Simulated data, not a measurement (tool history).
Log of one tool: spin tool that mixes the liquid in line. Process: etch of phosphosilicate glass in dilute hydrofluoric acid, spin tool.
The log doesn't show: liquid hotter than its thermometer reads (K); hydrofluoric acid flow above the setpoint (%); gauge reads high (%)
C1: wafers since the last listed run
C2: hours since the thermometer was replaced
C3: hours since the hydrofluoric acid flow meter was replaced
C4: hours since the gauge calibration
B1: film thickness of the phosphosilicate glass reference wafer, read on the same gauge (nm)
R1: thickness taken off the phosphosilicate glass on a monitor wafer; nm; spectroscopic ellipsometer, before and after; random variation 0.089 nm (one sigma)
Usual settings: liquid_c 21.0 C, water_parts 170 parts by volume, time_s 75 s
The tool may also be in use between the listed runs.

run 1 hour=0.0 | liquid_c=21.0 water_parts=170 time_s=75 | C1=0 C2=1336.4 C3=256.4 C4=337.7 | B1=80.00 | R1=25.22
run 2 hour=7.4 | liquid_c=21.0 water_parts=170 time_s=75 | C1=69 C2=1343.8 C3=263.8 C4=345.1 | B1=79.98 | R1=25.42
run 3 hour=58.4 | liquid_c=21.0 water_parts=170 time_s=75 | C1=479 C2=1394.8 C3=314.8 C4=396.1 | B1=80.01 | R1=25.18
run 4 hour=64.8 | liquid_c=21.0 water_parts=170 time_s=75 | C1=60 C2=1401.2 C3=321.2 C4=402.5 | B1=80.00 | R1=25.36
run 5 hour=82.5 | liquid_c=21.0 water_parts=170 time_s=75 | C1=166 C2=1418.9 C3=338.9 C4=420.2 | B1=80.01 | R1=25.19
-- hour=91.0 thermometer replaced
-- hour=103.2 gauge calibrated
run 6 hour=135.6 | liquid_c=21.0 water_parts=170 time_s=75 | C1=489 C2=44.6 C3=392.0 C4=32.4 | B1=80.00 | R1=25.24
run 7 hour=151.1 | liquid_c=21.0 water_parts=170 time_s=75 | C1=145 C2=60.1 C3=407.5 C4=47.9 | B1=80.01 | R1=25.24
run 8 hour=162.1 | liquid_c=21.0 water_parts=170 time_s=75 | C1=103 C2=71.1 C3=418.5 C4=58.9 | B1=80.00 | R1=25.46
run 9 hour=176.6 | liquid_c=21.0 water_parts=170 time_s=75 | C1=136 C2=85.6 C3=433.0 C4=73.4 | B1=80.01 | R1=25.36
run 10 hour=190.9 | liquid_c=21.0 water_parts=170 time_s=75 | C1=134 C2=99.9 C3=447.3 C4=87.7 | B1=79.99 | R1=25.16
run 11 hour=203.4 | liquid_c=21.0 water_parts=170 time_s=75 | C1=117 C2=112.4 C3=459.8 C4=100.2 | B1=80.00 | R1=25.33
run 12 hour=221.1 | liquid_c=25.0 water_parts=240 time_s=40 | C1=166 C2=130.1 C3=477.5 C4=117.9 | B1=80.00 | R1=10.33
run 13 hour=271.8 | liquid_c=17.0 water_parts=240 time_s=75 | C1=476 C2=180.8 C3=528.2 C4=168.6 | B1=80.02 | R1=14.30
run 14 hour=285.6 | liquid_c=21.0 water_parts=105 time_s=75 | C1=129 C2=194.6 C3=542.0 C4=182.4 | B1=79.97 | R1=44.11
run 15 hour=297.3 | liquid_c=21.0 water_parts=85 time_s=75 | C1=109 C2=206.3 C3=553.7 C4=194.1 | B1=80.00 | R1=55.56
run 16 hour=306.1 | liquid_c=21.0 water_parts=170 time_s=75 | C1=82 C2=215.1 C3=562.5 C4=202.9 | B1=80.01 | R1=25.41
run 17 hour=323.7 | liquid_c=21.0 water_parts=240 time_s=95 | C1=165 C2=232.7 C3=580.1 C4=220.5 | B1=80.00 | R1=21.11
-- hour=363.0 hydrofluoric acid flow meter replaced
run 18 hour=366.1 | liquid_c=25.0 water_parts=200 time_s=40 | C1=389 C2=275.1 C3=3.1 C4=262.9 | B1=80.02 | R1=12.89
run 19 hour=374.3 | liquid_c=21.0 water_parts=225 time_s=50 | C1=77 C2=283.3 C3=11.3 C4=271.1 | B1=79.99 | R1=12.01
run 20 hour=385.3 | liquid_c=21.0 water_parts=170 time_s=75 | C1=103 C2=294.3 C3=22.3 C4=282.1 | B1=80.01 | R1=25.22
run 21 hour=402.8 | liquid_c=21.0 water_parts=170 time_s=45 | C1=164 C2=311.8 C3=39.8 C4=299.6 | B1=79.99 | R1=15.19
run 22 hour=416.5 | liquid_c=21.0 water_parts=170 time_s=75 | C1=128 C2=325.5 C3=53.5 C4=313.3 | B1=80.02 | R1=25.28
run 23 hour=455.7 | liquid_c=24.5 water_parts=110 time_s=45 | C1=368 C2=364.7 C3=92.7 C4=352.5 | B1=79.98 | R1=28.68
run 24 hour=464.3 | liquid_c=18.0 water_parts=170 time_s=95 | C1=80 C2=373.3 C3=101.3 C4=361.1 | B1=80.01 | R1=28.28
run 25 hour=481.0 | liquid_c=21.0 water_parts=170 time_s=50 | C1=156 C2=390.0 C3=118.0 C4=377.8 | B1=80.02 | R1=16.90
run 26 hour=490.4 | liquid_c=21.0 water_parts=95 time_s=115 | C1=88 C2=399.4 C3=127.4 C4=387.2 | B1=80.01 | R1=75.17
run 27 hour=506.1 | liquid_c=21.0 water_parts=245 time_s=75 | C1=147 C2=415.1 C3=143.1 C4=402.9 | B1=80.01 | R1=16.29
run 28 hour=516.7 | liquid_c=21.0 water_parts=255 time_s=110 | C1=99 C2=425.7 C3=153.7 C4=413.5 | B1=80.00 | R1=22.73
run 29 hour=523.5 | liquid_c=21.0 water_parts=125 time_s=75 | C1=63 C2=432.5 C3=160.5 C4=420.3 | B1=80.00 | R1=36.29
run 30 hour=532.5 | liquid_c=17.0 water_parts=215 time_s=95 | C1=84 C2=441.5 C3=169.5 C4=429.3 | B1=80.00 | R1=20.73
run 31 hour=538.7 | liquid_c=21.0 water_parts=170 time_s=75 | C1=58 C2=447.7 C3=175.7 C4=435.5 | B1=79.98 | R1=25.26
run 32 hour=546.3 | liquid_c=25.5 water_parts=225 time_s=55 | C1=71 C2=455.3 C3=183.3 C4=443.1 | B1=79.98 | R1=15.63
run 33 hour=563.1 | liquid_c=21.0 water_parts=170 time_s=75 | C1=157 C2=472.1 C3=200.1 C4=459.9 | B1=80.00 | R1=25.23

What the log doesn't show, run by run:
liquid hotter than its thermometer reads (K): 0 in every run
hydrofluoric acid flow above the setpoint (%): 0 in every run
gauge reads high (%): 0 in every run
